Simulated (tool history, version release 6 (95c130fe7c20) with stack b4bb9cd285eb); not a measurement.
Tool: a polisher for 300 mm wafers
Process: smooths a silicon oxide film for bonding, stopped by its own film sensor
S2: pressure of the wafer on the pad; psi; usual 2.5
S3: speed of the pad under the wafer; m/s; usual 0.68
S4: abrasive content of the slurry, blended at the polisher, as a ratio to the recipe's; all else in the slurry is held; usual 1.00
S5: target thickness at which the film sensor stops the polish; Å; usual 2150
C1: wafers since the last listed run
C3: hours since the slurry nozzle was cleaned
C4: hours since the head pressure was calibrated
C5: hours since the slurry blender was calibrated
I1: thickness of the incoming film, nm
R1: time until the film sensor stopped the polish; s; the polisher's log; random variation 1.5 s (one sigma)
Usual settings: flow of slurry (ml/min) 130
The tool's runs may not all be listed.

{"run": 1, "hour": 0.0, "flow of slurry (ml/min)": 130, "S2": 2.5, "S3": 0.68, "S4": 1.0, "S5": 2150, "C1": 0, "wafers polished on this pad": 5, "C3": 705.9, "C4": 1267.5, "C5": 290.5, "I1": 280.6, "R1": 111.1}
{"run": 2, "hour": 7.8, "flow of slurry (ml/min)": 130, "S2": 2.5, "S3": 0.68, "S4": 1.0, "S5": 2150, "C1": 79, "wafers polished on this pad": 84, "C3": 713.7, "C4": 1275.3, "C5": 298.3, "I1": 283.2, "R1": 118.1}
{"run": 3, "hour": 19.7, "flow of slurry (ml/min)": 130, "S2": 2.5, "S3": 0.68, "S4": 1.0, "S5": 2210, "C1": 121, "wafers polished on this pad": 205, "C3": 725.6, "C4": 1287.2, "C5": 310.2, "I1": 280.1, "R1": 102.2}
{"hour": 24.8, "done": "slurry blender recalibrated"}
{"run": 4, "hour": 33.0, "flow of slurry (ml/min)": 130, "S2": 2.5, "S3": 0.68, "S4": 1.0, "S5": 2210, "C1": 115, "wafers polished on this pad": 320, "C3": 738.9, "C4": 1300.5, "C5": 8.2, "I1": 280.7, "R1": 92.8}
{"run": 5, "hour": 46.4, "flow of slurry (ml/min)": 130, "S2": 2.5, "S3": 0.68, "S4": 1.0, "S5": 2210, "C1": 136, "wafers polished on this pad": 457, "C3": 752.3, "C4": 1313.9, "C5": 21.6, "I1": 280.5, "R1": 90.4}
{"hour": 75.8, "done": "head pressure recalibrated"}
{"run": 6, "hour": 76.3, "flow of slurry (ml/min)": 130, "S2": 2.5, "S3": 0.68, "S4": 1.0, "S5": 2150, "C1": 284, "wafers polished on this pad": 741, "C3": 782.2, "C4": 0.5, "C5": 51.5, "I1": 283.5, "R1": 99.0}
{"hour": 98.4, "done": "worn pad replaced by a new one"}
{"run": 7, "hour": 126.8, "flow of slurry (ml/min)": 130, "S2": 2.5, "S3": 0.68, "S4": 1.0, "S5": 2150, "C1": 473, "wafers polished on this pad": 288, "C3": 832.7, "C4": 51.0, "C5": 102.0, "I1": 279.3, "R1": 98.2}
{"hour": 138.6, "done": "slurry nozzle cleaned"}
{"run": 8, "hour": 141.1, "flow of slurry (ml/min)": 130, "S2": 2.5, "S3": 0.68, "S4": 1.0, "S5": 2150, "C1": 135, "wafers polished on this pad": 424, "C3": 2.5, "C4": 65.3, "C5": 116.3, "I1": 283.9, "R1": 105.3}
{"run": 9, "hour": 154.3, "flow of slurry (ml/min)": 130, "S2": 2.5, "S3": 0.68, "S4": 1.0, "S5": 2150, "C1": 134, "wafers polished on this pad": 558, "C3": 15.7, "C4": 78.5, "C5": 129.5, "I1": 281.0, "R1": 101.2}
{"run": 10, "hour": 165.4, "flow of slurry (ml/min)": 130, "S2": 2.2, "S3": 0.68, "S4": 0.8, "S5": 2150, "C1": 113, "wafers polished on this pad": 671, "C3": 26.8, "C4": 89.6, "C5": 140.6, "I1": 279.7, "R1": 120.7}
{"run": 11, "hour": 174.6, "flow of slurry (ml/min)": 130, "S2": 3.4, "S3": 0.62, "S4": 1.0, "S5": 2210, "C1": 93, "wafers polished on this pad": 765, "C3": 36.0, "C4": 98.8, "C5": 149.8, "I1": 275.4, "R1": 67.4}
{"run": 12, "hour": 182.2, "flow of slurry (ml/min)": 160, "S2": 3.2, "S3": 0.88, "S4": 1.2, "S5": 2150, "C1": 77, "wafers polished on this pad": 842, "C3": 43.6, "C4": 106.4, "C5": 157.4, "I1": 279.2, "R1": 57.8}
{"run": 13, "hour": 190.9, "flow of slurry (ml/min)": 130, "S2": 2.8, "S3": 0.68, "S4": 1.0, "S5": 2150, "C1": 88, "wafers polished on this pad": 931, "C3": 52.3, "C4": 115.1, "C5": 166.1, "I1": 281.7, "R1": 93.0}
{"hour": 207.6, "done": "worn pad replaced by a new one"}
{"run": 14, "hour": 208.1, "flow of slurry (ml/min)": 90, "S2": 2.5, "S3": 0.68, "S4": 1.0, "S5": 2150, "C1": 134, "wafers polished on this pad": 5, "C3": 69.5, "C4": 132.3, "C5": 183.3, "I1": 281.7, "R1": 113.0}
{"run": 15, "hour": 218.2, "flow of slurry (ml/min)": 130, "S2": 2.5, "S3": 0.68, "S4": 1.0, "S5": 2150, "C1": 102, "wafers polished on this pad": 107, "C3": 79.6, "C4": 142.4, "C5": 193.4, "I1": 276.2, "R1": 97.2}
{"run": 16, "hour": 232.2, "flow of slurry (ml/min)": 130, "S2": 2.8, "S3": 0.84, "S4": 1.0, "S5": 2150, "C1": 142, "wafers polished on this pad": 250, "C3": 93.6, "C4": 156.4, "C5": 207.4, "I1": 278.4, "R1": 78.4}
{"run": 17, "hour": 240.3, "flow of slurry (ml/min)": 95, "S2": 2.5, "S3": 0.68, "S4": 1.0, "S5": 2230, "C1": 82, "wafers polished on this pad": 333, "C3": 101.7, "C4": 164.5, "C5": 215.5, "I1": 277.6, "R1": 96.2}
{"run": 18, "hour": 248.2, "flow of slurry (ml/min)": 130, "S2": 3.1, "S3": 0.68, "S4": 1.0, "S5": 2290, "C1": 80, "wafers polished on this pad": 413, "C3": 109.6, "C4": 172.4, "C5": 223.4, "I1": 281.6, "R1": 71.9}
{"run": 19, "hour": 262.2, "flow of slurry (ml/min)": 170, "S2": 2.5, "S3": 0.58, "S4": 0.75, "S5": 2230, "C1": 142, "wafers polished on this pad": 556, "C3": 123.6, "C4": 186.4, "C5": 237.4, "I1": 280.2, "R1": 110.1}
{"run": 20, "hour": 279.0, "flow of slurry (ml/min)": 130, "S2": 2.5, "S3": 0.68, "S4": 0.75, "S5": 2150, "C1": 171, "wafers polished on this pad": 727, "C3": 140.4, "C4": 203.2, "C5": 254.2, "I1": 284.1, "R1": 129.1}
{"run": 21, "hour": 289.0, "flow of slurry (ml/min)": 160, "S2": 2.5, "S3": 0.68, "S4": 1.0, "S5": 2150, "C1": 101, "wafers polished on this pad": 828, "C3": 150.4, "C4": 213.2, "C5": 264.2, "I1": 285.8, "R1": 116.6}
{"run": 22, "hour": 300.4, "flow of slurry (ml/min)": 130, "S2": 2.5, "S3": 0.68, "S4": 1.0, "S5": 2150, "C1": 116, "wafers polished on this pad": 944, "C3": 161.8, "C4": 224.6, "C5": 275.6, "I1": 278.7, "R1": 108.6}
{"run": 23, "hour": 314.3, "flow of slurry (ml/min)": 160, "S2": 2.5, "S3": 0.62, "S4": 1.1, "S5": 2010, "C1": 141, "wafers polished on this pad": 1086, "C3": 175.7, "C4": 238.5, "C5": 289.5, "I1": 283.4, "R1": 141.5}
{"hour": 327.3, "done": "slurry blender recalibrated"}
{"hour": 330.5, "done": "worn pad replaced by a new one"}
{"run": 24, "hour": 331.0, "flow of slurry (ml/min)": 100, "S2": 1.6, "S3": 0.68, "S4": 1.2, "S5": 2020, "C1": 116, "wafers polished on this pad": 4, "C3": 192.4, "C4": 255.2, "C5": 3.7, "I1": 276.0, "R1": 167.4}
{"run": 25, "hour": 340.7, "flow of slurry (ml/min)": 130, "S2": 2.5, "S3": 0.68, "S4": 1.0, "S5": 2150, "C1": 98, "wafers polished on this pad": 103, "C3": 202.1, "C4": 264.9, "C5": 13.4, "I1": 274.1, "R1": 84.8}
{"run": 26, "hour": 350.5, "flow of slurry (ml/min)": 130, "S2": 2.5, "S3": 0.68, "S4": 1.0, "S5": 2150, "C1": 99, "wafers polished on this pad": 203, "C3": 211.9, "C4": 274.7, "C5": 23.2, "I1": 278.7, "R1": 95.2}
{"run": 27, "hour": 367.9, "flow of slurry (ml/min)": 130, "S2": 2.5, "S3": 0.68, "S4": 1.0, "S5": 2150, "C1": 177, "wafers polished on this pad": 380, "C3": 229.3, "C4": 292.1, "C5": 40.6, "I1": 284.0, "R1": 100.8}
{"run": 28, "hour": 374.8, "flow of slurry (ml/min)": 165, "S2": 2.5, "S3": 0.68, "S4": 1.0, "S5": 2070, "C1": 70, "wafers polished on this pad": 450, "C3": 236.2, "C4": 299.0, "C5": 47.5, "I1": 278.0, "R1": 101.9}
{"run": 29, "hour": 390.5, "flow of slurry (ml/min)": 130, "S2": 2.5, "S3": 0.68, "S4": 1.0, "S5": 2150, "C1": 159, "wafers polished on this pad": 610, "C3": 251.9, "C4": 314.7, "C5": 63.2, "I1": 283.0, "R1": 100.5}
{"run": 30, "hour": 397.4, "flow of slurry (ml/min)": 130, "S2": 2.5, "S3": 0.78, "S4": 1.0, "S5": 2150, "C1": 70, "wafers polished on this pad": 681, "C3": 258.8, "C4": 321.6, "C5": 70.1, "I1": 280.4, "R1": 87.0}
{"run": 31, "hour": 404.4, "flow of slurry (ml/min)": 170, "S2": 3.0, "S3": 0.68, "S4": 1.0, "S5": 2270, "C1": 71, "wafers polished on this pad": 752, "C3": 265.8, "C4": 328.6, "C5": 77.1, "I1": 277.0, "R1": 60.8}

3 ways to go on from here, each from the tool as it stands after run 31. What would each give?
{"run": "A", "hour": 404.8, "flow of slurry (ml/min)": 130, "S2": 2.5, "S3": 0.68, "S4": 1.0, "S5": 1950, "C1": 4, "wafers polished on this pad": 756, "C3": 266.2, "C4": 329.0, "C5": 77.5, "I1": 280.2, "R1": "?"}
{"run": "B", "hour": 404.8, "flow of slurry (ml/min)": 130, "S2": 2.5, "S3": 0.68, "S4": 0.9, "S5": 2150, "C1": 4, "wafers polished on this pad": 756, "C3": 266.2, "C4": 329.0, "C5": 77.5, "I1": 280.2, "R1": "?"}
{"run": "C", "hour": 404.8, "flow of slurry (ml/min)": 130, "S2": 3.2, "S3": 0.5, "S4": 1.15, "S5": 2220, "C1": 4, "wafers polished on this pad": 756, "C3": 266.2, "C4": 329.0, "C5": 77.5, "I1": 280.2, "R1": "?"}

run=A R1=125.0
run=B R1=99.0
run=C R1=79.7
Without the tool's hidden state the same runs would have given:
run=A R1=124.0
run=B R1=98.2
run=C R1=79.1
